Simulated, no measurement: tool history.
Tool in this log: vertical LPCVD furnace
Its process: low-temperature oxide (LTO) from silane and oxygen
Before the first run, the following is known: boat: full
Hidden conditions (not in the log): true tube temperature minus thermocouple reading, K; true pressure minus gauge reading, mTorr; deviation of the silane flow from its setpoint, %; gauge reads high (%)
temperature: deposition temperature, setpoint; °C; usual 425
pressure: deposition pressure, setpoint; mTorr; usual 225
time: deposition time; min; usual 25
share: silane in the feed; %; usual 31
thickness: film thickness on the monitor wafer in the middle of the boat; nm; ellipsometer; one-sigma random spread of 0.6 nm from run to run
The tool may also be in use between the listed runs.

| run | day | temperature | pressure | time | share | wafers since the last listed run | hours since the last temperature calibration | hours since the pressure gauge was zeroed | hours since the silane flow controller was replaced | hours since the gauge calibration | read-back reference wafer on the same gauge, thickness | thickness |
|---|---|---|---|---|---|---|---|---|---|---|---|---|
| 1 | 0 | 425 | 195 | 25 | 31 | 0 | 2812.1 | 1227.1 | 4414.5 | 265.8 | 227.04 | 203.52 |
| 2 | 2.112 | 425 | 195 | 25 | 31 | 889 | 2862.8 | 1277.8 | 4465.2 | 316.5 | 227.04 | 205.03 |
| 3 | 3.821 | 425 | 195 | 25 | 31 | 719 | 2903.8 | 1318.8 | 4506.2 | 357.5 | 227.06 | 204.91 |
| 4 | 7.825 | 419 | 225 | 25 | 31 | 1686 | 2999.9 | 1414.9 | 4602.3 | 453.6 | 226.91 | 222.02 |
| 5 | 9.871 | 419 | 225 | 25 | 31 | 861 | 3049 | 1464 | 4651.4 | 502.7 | 227.1 | 221.66 |
|  | 11.433 | gauge calibrated |
| 6 | 12.417 | 425 | 225 | 28 | 31 | 1071 | 3110.1 | 1525.1 | 4712.5 | 23.6 | 227.03 | 265.88 |
| 7 | 15.212 | 425 | 225 | 28 | 31 | 1177 | 3177.2 | 1592.2 | 4779.6 | 90.7 | 227.1 | 265.6 |
|  | 16.488 | thermocouples replaced and temperature profile calibrated |
|  | 17.15 | silane flow controller replaced |
| 8 | 18.379 | 425 | 225 | 25 | 31 | 633 | 45.4 | 1668.2 | 29.5 | 166.7 | 226.94 | 228.58 |
| 9 | 20.35 | 435 | 210 | 25 | 36 | 829 | 92.7 | 1715.5 | 76.8 | 214 | 227 | 285.37 |
| 10 | 23.679 | 434 | 265 | 32.5 | 26 | 1401 | 172.6 | 1795.4 | 156.7 | 293.9 | 226.92 | 299.12 |
|  | 24.779 | pressure gauge zeroed |
| 11 | 25.517 | 425 | 225 | 25 | 31 | 352 | 216.7 | 17.7 | 200.8 | 338 | 226.84 | 227.77 |
| 12 | 29.342 | 420 | 250 | 25 | 28 | 1610 | 308.5 | 109.5 | 292.6 | 429.8 | 227.11 | 207.21 |
| 13 | 33.196 | 436 | 270 | 35 | 31 | 1622 | 401 | 202 | 385.1 | 522.3 | 226.91 | 431.48 |
| 14 | 35.746 | 425 | 225 | 25 | 31 | 1073 | 462.2 | 263.2 | 446.3 | 583.5 | 227.08 | 228.01 |

5 options for the next run, each taken on its own from the tool as it stands now. Forecast them:
| A | 35.938 | 425 | 225 | 25 | 31 | 80 | 466.8 | 267.8 | 450.9 | 588.1 | ? | ? |
| B | 35.938 | 425 | 225 | 20 | 36 | 80 | 466.8 | 267.8 | 450.9 | 588.1 | ? | ? |
| C | 35.938 | 436 | 210 | 18.5 | 31 | 80 | 466.8 | 267.8 | 450.9 | 588.1 | ? | ? |
| D | 35.938 | 413 | 225 | 25 | 31 | 80 | 466.8 | 267.8 | 450.9 | 588.1 | ? | ? |
| E | 35.938 | 425 | 275 | 25 | 31 | 80 | 466.8 | 267.8 | 450.9 | 588.1 | ? | ? |

| run | read-back reference wafer on the same gauge, thickness | thickness |
|---|---|---|
| A | 227.01 | 228.48 |
| B | 227.01 | 221.96 |
| C | 227.01 | 177.17 |
| D | 227.01 | 200.26 |
| E | 227.01 | 279.25 |
Had the tool no hidden state, the same runs would have come out as:
| run | thickness |
|---|---|
| A | 227.28 |
| B | 220.99 |
| C | 176.27 |
| D | 199.19 |
| E | 277.79 |
